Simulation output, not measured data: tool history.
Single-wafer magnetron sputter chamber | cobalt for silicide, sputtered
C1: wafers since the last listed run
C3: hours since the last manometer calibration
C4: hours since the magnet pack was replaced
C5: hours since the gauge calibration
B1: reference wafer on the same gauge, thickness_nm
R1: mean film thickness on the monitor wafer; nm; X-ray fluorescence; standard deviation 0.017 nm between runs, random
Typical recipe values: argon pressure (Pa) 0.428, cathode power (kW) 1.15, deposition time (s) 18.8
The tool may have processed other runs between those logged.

Run 1, day 0: usual settings but cathode power (kW) 1.2; C1 0; wafers on the sputter target 3930; C3 2306.4; C4 12280.3; C5 58.8; B1 11.599. Result: R1 11.43 nm.
Run 2, day 0.333: usual settings; C1 143; wafers on the sputter target 4074; C3 2314.4; C4 12288.3; C5 66.8; B1 11.597. Result: R1 11.081 nm.
Run 3, day 1.038: usual settings; C1 303; wafers on the sputter target 4377; C3 2331.3; C4 12305.2; C5 83.7; B1 11.6. Result: R1 11.057 nm.
Run 4, day 1.308: usual settings; C1 116; wafers on the sputter target 4494; C3 2337.8; C4 12311.7; C5 90.2; B1 11.601. Result: R1 11.061 nm.
Run 5, day 1.604: usual settings but argon pressure (Pa) 0.481; C1 127; wafers on the sputter target 4622; C3 2344.9; C4 12318.8; C5 97.3; B1 11.598. Result: R1 10.831 nm.
At day 3.692: sputter target and shields replaced.
Run 6, day 3.712: usual settings; C1 764; wafers on the sputter target 8; C3 2395.5; C4 12369.4; C5 147.9; B1 11.598. Result: R1 11.265 nm.
Run 7, day 4.146: usual settings; C1 186; wafers on the sputter target 194; C3 2405.9; C4 12379.8; C5 158.3; B1 11.601. Result: R1 11.262 nm.
Run 8, day 4.475: usual settings; C1 141; wafers on the sputter target 336; C3 2413.8; C4 12387.7; C5 166.2; B1 11.599. Result: R1 11.277 nm.
Run 9, day 4.896: usual settings but deposition time (s) 19.6; C1 181; wafers on the sputter target 518; C3 2423.9; C4 12397.8; C5 176.3; B1 11.599. Result: R1 11.761 nm.
At day 5.625: capacitance manometer re-zeroed and calibrated.
At day 5.925: magnet pack replaced.
Run 10, day 5.946: usual settings but deposition time (s) 17.1; C1 178; wafers on the sputter target 696; C3 7.7; C4 0.5; C5 201.5; B1 11.598. Result: R1 10.206 nm.
Run 11, day 6.021: usual settings; C1 32; wafers on the sputter target 728; C3 9.5; C4 2.3; C5 203.3; B1 11.599. Result: R1 11.23 nm.
Run 12, day 6.629: usual settings but argon pressure (Pa) 0.574, cathode power (kW) 1.25, deposition time (s) 16.4; C1 262; wafers on the sputter target 990; C3 24.1; C4 16.9; C5 217.9; B1 11.599. Result: R1 9.859 nm.
At day 6.7: gauge calibrated.
Run 13, day 7.2: usual settings but deposition time (s) 21; C1 245; wafers on the sputter target 1236; C3 37.8; C4 30.6; C5 12; B1 11.6. Result: R1 12.504 nm.
Run 14, day 7.879: usual settings but cathode power (kW) 1.3; C1 292; wafers on the sputter target 1529; C3 54.1; C4 46.9; C5 28.3; B1 11.601. Result: R1 12.226 nm.
Run 15, day 8.479: usual settings but cathode power (kW) 0.9, deposition time (s) 17.8; C1 258; wafers on the sputter target 1787; C3 68.5; C4 61.3; C5 42.7; B1 11.601. Result: R1 8.952 nm.
Run 16, day 8.762: usual settings but cathode power (kW) 1.05, deposition time (s) 15.4; C1 122; wafers on the sputter target 1909; C3 75.3; C4 68.1; C5 49.5; B1 11.6. Result: R1 8.597 nm.
Run 17, day 9.304: usual settings; C1 233; wafers on the sputter target 2143; C3 88.3; C4 81.1; C5 62.5; B1 11.605. Result: R1 11.162 nm.
Run 18, day 9.742: usual settings but argon pressure (Pa) 0.494, cathode power (kW) 1.35, deposition time (s) 20.8; C1 188; wafers on the sputter target 2331; C3 98.8; C4 91.6; C5 73; B1 11.6. Result: R1 13.504 nm.

Consider 3 possible next runs. They are alternatives, not a sequence: every one starts from the tool as it was left by run 18. What does each give?
Run A, day 9.758: usual settings; C1 7; wafers on the sputter target 2338; C3 99.2; C4 92; C5 73.4; B1 ?. Result: R1 ?.
Run B, day 9.758: usual settings but argon pressure (Pa) 0.524, cathode power (kW) 1; C1 7; wafers on the sputter target 2338; C3 99.2; C4 92; C5 73.4; B1 ?. Result: R1 ?.
Run C, day 9.758: usual settings but argon pressure (Pa) 0.5, cathode power (kW) 1.35, deposition time (s) 15.1; C1 7; wafers on the sputter target 2338; C3 99.2; C4 92; C5 73.4; B1 ?. Result: R1 ?.

run    B1      R1
  A  11.6  11.121
  B  11.6   9.766
  C  11.6   9.773
Take away the tool's hidden state, keep each run's random variation, and the runs would have read:
run      R1
  A  11.273
  B     9.9
  C   9.907

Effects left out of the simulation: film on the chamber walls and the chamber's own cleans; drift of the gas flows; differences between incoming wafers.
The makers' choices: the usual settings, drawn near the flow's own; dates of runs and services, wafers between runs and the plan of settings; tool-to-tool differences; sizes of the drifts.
